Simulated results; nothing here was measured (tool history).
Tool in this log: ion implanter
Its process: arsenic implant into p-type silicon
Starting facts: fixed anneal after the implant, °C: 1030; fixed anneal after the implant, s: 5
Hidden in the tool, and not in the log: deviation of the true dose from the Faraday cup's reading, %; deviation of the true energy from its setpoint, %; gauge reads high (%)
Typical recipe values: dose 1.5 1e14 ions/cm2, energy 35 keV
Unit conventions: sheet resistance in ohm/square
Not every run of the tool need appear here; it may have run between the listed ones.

run   hour  dose  energy  wafers since the last listed run  hours since the last dose calibration  hours since the extraction supply was calibrated  hours since the gauge calibration  read-back reference wafer on the same gauge, sheet resistance  sheet resistance
  1      0   1.5    32.5                                 0                                 1038.4                                            5101.5                              279.9                                                         455.61            444.42
  2   29.1   1.5    32.5                               479                                 1067.5                                            5130.6                                309                                                         456.15            443.03
  3   54.9   1.5      35                               425                                 1093.3                                            5156.4                              334.8                                                         456.15            436.77
  4   78.7   1.5      35                               392                                 1117.1                                            5180.2                              358.6                                                         455.96            437.44
  5  106.5   1.5      35                               458                                 1144.9                                              5208                              386.4                                                         455.96            438.76
  6  140.2   1.5      35                               555                                 1178.6                                            5241.7                              420.1                                                         456.04            436.93
  7  170.9   1.5      35                               506                                 1209.3                                            5272.4                              450.8                                                         456.25            437.07
  8  203.1  1.39      35                               530                                 1241.5                                            5304.6                                483                                                         455.68             459.4
  9  215.6  1.39      35                               206                                   1254                                            5317.1                              495.5                                                         456.17            460.87
 10  236.9   1.5      35                               351                                 1275.3                                            5338.4                              516.8                                                         456.15            434.74
 11  263.2   1.5    25.5                               433                                 1301.6                                            5364.7                              543.1                                                         456.16            459.36
 12  282.8   1.5    25.5                               323                                 1321.2                                            5384.3                              562.7                                                         456.23            458.82
 13    297   1.5    25.5                               234                                 1335.4                                            5398.5                              576.9                                                         455.69            459.05
 14  331.1   1.5      41                               562                                 1369.5                                            5432.6                                611                                                         456.26            423.97
 15  362.2   1.5      41                               512                                 1400.6                                            5463.7                              642.1                                                         456.01            423.18
 16  374.2   1.5      41                               197                                 1412.6                                            5475.7                              654.1                                                            456            421.82
 17  396.9   1.8      31                               374                                 1435.3                                            5498.4                              676.8                                                         456.07            391.35
 18  418.8   1.5      35                               361                                 1457.2                                            5520.3                              698.7                                                         456.33            433.21
 19  431.3  1.38      35                               206                                 1469.7                                            5532.8                              711.2                                                         456.06            460.65
     451.5  -- Faraday cup replaced and dose calibrated
 20    452   1.5    28.5                               209                                    0.5                                            5553.5                              731.9                                                         456.08            465.84
 21  472.3  1.21    39.5                               334                                   20.8                                            5573.8                              752.2                                                         455.73               510
 22  497.5  1.83    24.5                               415                                     46                                              5599                              777.4                                                         456.01            412.03
 23  515.1   1.5      35                               290                                   63.6                                            5616.6                                795                                                            456            447.25
     545.1  -- extraction supply calibrated
 24  545.6  1.71      41                               370                                   94.1                                               0.5                              825.5                                                         455.83            396.26
     573.8  -- gauge calibrated
 25  575.7   1.5    43.5                               496                                  124.2                                              30.6                                1.9                                                         455.87            430.74
 26  591.9   1.5      35                               267                                  140.4                                              46.8                               18.1                                                            456             447.3
 27  626.1   1.5      35                               563                                  174.6                                                81                               52.3                                                         455.99            447.07
 28  638.5   1.2      44                               204                                    187                                              93.4                               64.7                                                         455.94            499.46
 29  663.9  1.35      42                               418                                  212.4                                             118.8                               90.1                                                         455.91            465.03
 30  683.6   1.5      41                               324                                  232.1                                             138.5                              109.8                                                          456.2            433.88
 31  708.8   1.5      28                               415                                  257.3                                             163.7                                135                                                         455.82            463.84
 32  733.8  1.36      35                               412                                  282.3                                             188.7                                160                                                         456.06            478.46

A few steps of sheet resistance between consecutive runs. Split each: what settings, incoming material and random variation would produce without the hidden state, and what is left over for the hidden state, along with gauge scatter present in only one of the two compared results (measured, and without hidden state):
Run 10 -> 11: energy 35 -> 25.5. sheet resistance +24.62 ohm/square: hidden state -1.28, all else +25.9.
Run 17 -> 18: dose 1.8 -> 1.5, energy 31 -> 35. sheet resistance +41.86 ohm/square: hidden state -1.25, all else +43.11.
Run 19 -> 20: dose 1.38 -> 1.5, energy 35 -> 28.5, Faraday cup replaced and dose calibrated. sheet resistance +5.19 ohm/square: hidden state +14.44, all else -9.25.
Run 21 -> 22: dose 1.21 -> 1.83, energy 39.5 -> 24.5. sheet resistance -97.97 ohm/square: hidden state -0.12, all else -97.85.
Run 23 -> 24: dose 1.5 -> 1.71, energy 35 -> 41, extraction supply calibrated. sheet resistance -50.99 ohm/square: hidden state -0.12, all else -50.87.
Run 27 -> 28: dose 1.5 -> 1.2, energy 35 -> 44. sheet resistance +52.39 ohm/square: hidden state -0.3, all else +52.69.
